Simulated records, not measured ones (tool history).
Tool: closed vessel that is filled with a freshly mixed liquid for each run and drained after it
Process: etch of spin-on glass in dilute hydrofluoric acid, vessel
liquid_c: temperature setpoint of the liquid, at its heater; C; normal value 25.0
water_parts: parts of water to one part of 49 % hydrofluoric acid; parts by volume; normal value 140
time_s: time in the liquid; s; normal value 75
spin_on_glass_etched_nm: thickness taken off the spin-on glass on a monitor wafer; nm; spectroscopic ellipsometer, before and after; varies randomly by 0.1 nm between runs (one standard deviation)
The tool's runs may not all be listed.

run    hour  liquid_c  water_parts  time_s  wafers since the last listed run  hours since the thermometer was replaced  hours since the hydrofluoric acid flow meter was replaced  hours since the gauge calibration  read-back film thickness of the spin-on glass reference wafer, read on the same gauge (nm)  spin_on_glass_etched_nm
  1     0.0      25.0          140      55                                 0                                       9.7                                                     1009.1                             2699.7                                                                                       70.03                     9.80
  2    34.4      25.0          140      55                              2733                                      44.1                                                     1043.5                             2734.1                                                                                       69.99                     9.75
  3   102.5      25.0          110      75                              5411                                     112.2                                                     1111.6                             2802.2                                                                                       69.99                    17.80
  4   127.7      26.5          140      75                              2002                                     137.4                                                     1136.8                             2827.4                                                                                       70.01                    14.29
  5   190.0      26.5          140      75                              4950                                     199.7                                                     1199.1                             2889.7                                                                                       69.97                    14.31
      322.8  -- gauge calibrated
      345.6  -- thermometer replaced, repeated, since the last time left the tool worse
  6   357.1      25.0          180      75                             13197                                      11.5                                                     1366.2                               34.3                                                                                       70.02                    10.91
  7   420.2      25.0          140      75                              5013                                      74.6                                                     1429.3                               97.4                                                                                       69.95                    14.71
  8   463.0      25.0          140      75                              3400                                     117.4                                                     1472.1                              140.2                                                                                       69.95                    14.39
  9   534.0      22.5          140      75                              5641                                     188.4                                                     1543.1                              211.2                                                                                       70.01                    12.90
 10   575.9      23.0          140      95                              3329                                     230.3                                                     1585.0                              253.1                                                                                       70.01                    16.55
 11   622.0      25.0          190      75                              3662                                     276.4                                                     1631.1                              299.2                                                                                       69.98                     9.98
 12   654.6      22.5          160      75                              2590                                     309.0                                                     1663.7                              331.8                                                                                       70.03                    11.07
 13   720.1      23.5          205      45                              5204                                     374.5                                                     1729.2                              397.3                                                                                       70.00                     5.12
 14   771.2      25.0          140      75                              4060                                     425.6                                                     1780.3                              448.4                                                                                       69.98                    14.03
      911.1  -- thermometer replaced
 15   963.7      29.5          185      75                             15215                                      52.6                                                     1972.8                              640.9                                                                                       69.98                    12.43
 16   999.4      23.5          205      45                              2836                                      88.3                                                     2008.5                              676.6                                                                                       70.02                     5.20
 17  1068.7      25.0          140      75                              5506                                     157.6                                                     2077.8                              745.9                                                                                       70.01                    14.25
     1083.5  -- hydrofluoric acid flow meter replaced
 18  1126.0      25.0          140      75                              4473                                     214.9                                                       42.5                              803.2                                                                                       69.98                    14.41
 19  1182.7      25.0          140      75                              4505                                     271.6                                                       99.2                              859.9                                                                                       70.00                    14.18
 20  1226.5      21.0          140      75                              3480                                     315.4                                                      143.0                              903.7                                                                                       69.97                    12.08
 21  1254.4      27.5          175     105                              2216                                     343.3                                                      170.9                              931.6                                                                                       70.01                    16.72
 22  1288.7      20.5          120     115                              2725                                     377.6                                                      205.2                              965.9                                                                                       69.96                    21.88
 23  1405.8      25.0          140     105                              9304                                     494.7                                                      322.3                             1083.0                                                                                       70.05                    19.59
 24  1450.3      25.0           90     100                              3535                                     539.2                                                      366.8                             1127.5                                                                                       70.00                    31.12
 25  1514.3      25.0          205      75                              5085                                     603.2                                                      430.8                             1191.5                                                                                       70.04                     8.95
     1546.4  -- thermometer replaced
 26  1550.6      25.0          180      90                              2804                                       4.2                                                      467.1                             1227.8                                                                                       70.00                    13.07
 27  1578.0      25.0          200      35                              2177                                      31.6                                                      494.5                             1255.2                                                                                       69.97                     4.50
 28  1665.6      25.0           90      45                              6960                                     119.2                                                      582.1                             1342.8                                                                                       69.96                    14.38
 29  1696.3      25.0          140      75                              2439                                     149.9                                                      612.8                             1373.5                                                                                       69.99                    14.56
 30  1726.1      25.0          140      75                              2367                                     179.7                                                      642.6                             1403.3                                                                                       70.01                    14.40
 31  1768.7      21.0          170      75                              3384                                     222.3                                                      685.2                             1445.9                                                                                       69.96                     9.83
 32  1813.7      25.0          140      75                              3575                                     267.3                                                      730.2                             1490.9                                                                                       69.99                    14.39
 33  1840.8      25.0          175     110                              2153                                     294.4                                                      757.3                             1518.0                                                                                       70.03                    16.26
 34  1922.3      25.0          175     110                              6475                                     375.9                                                      838.8                             1599.5                                                                                       70.00                    16.00

Forecast each of these 3 alternatives for the next run:
  A  1923.0      25.0          140      75                                55                                     376.6                                                      839.5                             1600.2                                                                                           ?                        ?
  B  1923.0      20.0          160      75                                55                                     376.6                                                      839.5                             1600.2                                                                                           ?                        ?
  C  1923.0      25.0          140      60                                55                                     376.6                                                      839.5                             1600.2                                                                                           ?                        ?

run  read-back film thickness of the spin-on glass reference wafer, read on the same gauge (nm)  spin_on_glass_etched_nm
  A                                                                                       70.02                    14.26
  B                                                                                       70.02                    10.04
  C                                                                                       70.02                    11.41
With no hidden state in the tool, these same runs would have given:
run  spin_on_glass_etched_nm
  A                    14.67
  B                    10.34
  C                    11.74
